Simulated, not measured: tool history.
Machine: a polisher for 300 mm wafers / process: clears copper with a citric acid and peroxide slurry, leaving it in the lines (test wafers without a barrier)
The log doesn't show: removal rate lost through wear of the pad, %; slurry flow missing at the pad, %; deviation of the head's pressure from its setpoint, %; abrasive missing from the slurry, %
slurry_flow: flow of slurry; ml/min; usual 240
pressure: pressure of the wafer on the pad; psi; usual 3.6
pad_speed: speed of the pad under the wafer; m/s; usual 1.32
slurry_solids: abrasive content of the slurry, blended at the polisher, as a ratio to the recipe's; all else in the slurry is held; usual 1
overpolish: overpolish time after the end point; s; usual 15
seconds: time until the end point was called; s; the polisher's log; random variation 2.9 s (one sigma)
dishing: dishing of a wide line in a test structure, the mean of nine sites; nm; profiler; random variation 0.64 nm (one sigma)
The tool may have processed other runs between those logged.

run	hour	slurry_flow	pressure	pad_speed	slurry_solids	overpolish	wafers since the last listed run	wafers polished on this pad	hours since the slurry nozzle was cleaned	hours since the head pressure was calibrated	hours since the slurry blender was calibrated	incoming thickness of the incoming film, nm	seconds	dishing
1	0	240	3.6	1.32	1	15	0	1609	361.1	678.5	294.9	570.8	207.8	31.3
# hour 8.3: worn pad replaced by a new one
# hour 11.1: head pressure recalibrated
# hour 41.8: slurry nozzle cleaned
2	64.8	240	3.6	1.32	1	15	265	246	23	53.7	359.7	568.2	197.9	34
# hour 108.1: slurry blender recalibrated
3	114.8	240	3.6	1.32	1	15	220	466	73	103.7	6.7	564.2	188	35.6
4	154.8	240	3.6	1.32	1	15	184	651	113	143.7	46.7	567.2	200.8	34.2
5	185.8	240	3.6	1.32	1	15	142	793	144	174.7	77.7	558.6	192.4	34.2
6	243.1	240	3.6	1.32	0.8	15	263	1057	201.3	232	135	573.3	211	31.8
7	305.2	240	3.6	1.32	0.8	15	285	1343	263.4	294.1	197.1	573.4	217.2	31.1
# hour 395.8: worn pad replaced by a new one
8	479.4	240	3.6	1.5	1	15	783	384	437.6	468.3	371.3	565	182.8	37
# hour 506.8: slurry blender recalibrated
# hour 522.1: slurry nozzle cleaned
9	522.6	240	3.6	1.32	1	23	184	569	0.5	511.5	15.8	562.9	185.4	52.1
10	551.3	240	4.4	1.32	1	7	132	701	29.2	540.2	44.5	568.1	162.5	20.1
11	578.5	240	3.6	1.04	1	15	125	826	56.4	567.4	71.7	569.4	230.9	30
12	647	240	3.6	1.32	1	15	315	1142	124.9	635.9	140.2	571.8	202.6	33.4
# hour 663.8: head pressure recalibrated
13	711.3	160	3.6	1.32	0.75	15	286	1428	189.2	47.5	204.5	562.7	226.9	29.4
14	748.5	240	3.6	1.46	1	15	171	1599	226.4	84.7	241.7	566.5	192.2	33.8
# hour 775.4: worn pad replaced by a new one
15	788.3	240	2.5	1.04	1	20	164	59	266.2	124.5	281.5	567.2	295.7	30
16	816.2	200	3.6	1.32	1.2	15	128	187	294.1	152.4	309.4	568.7	196.7	34
17	860.9	240	3.6	1.32	1	15	205	393	338.8	197.1	354.1	567.6	196.4	33.6
18	923.3	270	3.6	1.06	1	17	287	680	401.2	259.5	416.5	565.9	231.2	32.3
# hour 948.2: slurry blender recalibrated
19	957.4	240	3.6	1.68	1	15	147	828	435.3	293.6	9.2	566.4	163.1	41.9
# hour 980: slurry nozzle cleaned
20	994.4	185	4.3	1.32	0.8	10	165	993	14.4	330.6	46.2	566.2	177.1	25.6
21	1024	240	3.6	1.32	0.75	15	136	1129	44	360.2	75.8	566.7	203.4	32.3
22	1054.6	240	3.6	1.32	1	15	140	1270	74.6	390.8	106.4	554.7	197	33.1
23	1098.4	240	3.6	1.32	1	15	201	1472	118.4	434.6	150.2	566.7	207.1	32
# hour 1146.7: worn pad replaced by a new one
24	1147.2	240	3.6	1.32	0.8	7	206	2	167.2	483.4	199	563.9	193.5	16.8
25	1209.4	240	3.6	1.32	1	24	286	288	229.4	545.6	261.2	567.1	191.4	53
26	1271.1	240	3.6	1.6	1	24	283	572	291.1	607.3	322.9	563.4	171	57.3
# hour 1326.6: slurry blender recalibrated
27	1339.9	240	3.6	0.9	0.8	15	307	879	359.9	676.1	13.3	559.9	241.2	26.2
# hour 1384.8: slurry nozzle cleaned
28	1400.6	240	3.6	1.66	1	15	274	1154	15.8	736.8	74	562.8	169.6	38.5
# hour 1437.8: head pressure recalibrated
29	1448.5	240	3.6	0.98	0.9	15	211	1365	63.7	10.7	121.9	570.2	256.9	26.2

Below are 3 alternative next runs, each starting from the tool's condition after run 29. Predict each:
A	1449	240	3.6	1.32	1	15	2	1367	64.2	11.2	122.4	568.9	?	?
B	1449	240	4.4	1.32	1	15	2	1367	64.2	11.2	122.4	568.9	?	?
C	1449	240	3.6	1.78	1	19	2	1367	64.2	11.2	122.4	568.9	?	?

run	seconds	dishing
A	203.8	33.3
B	173.6	38.6
C	164.1	49.4
The same runs, with their run-to-run variation unchanged, on a tool lacking any hidden condition would have given:
run	seconds	dishing
A	179.5	37.3
B	152.9	43.2
C	144.5	55
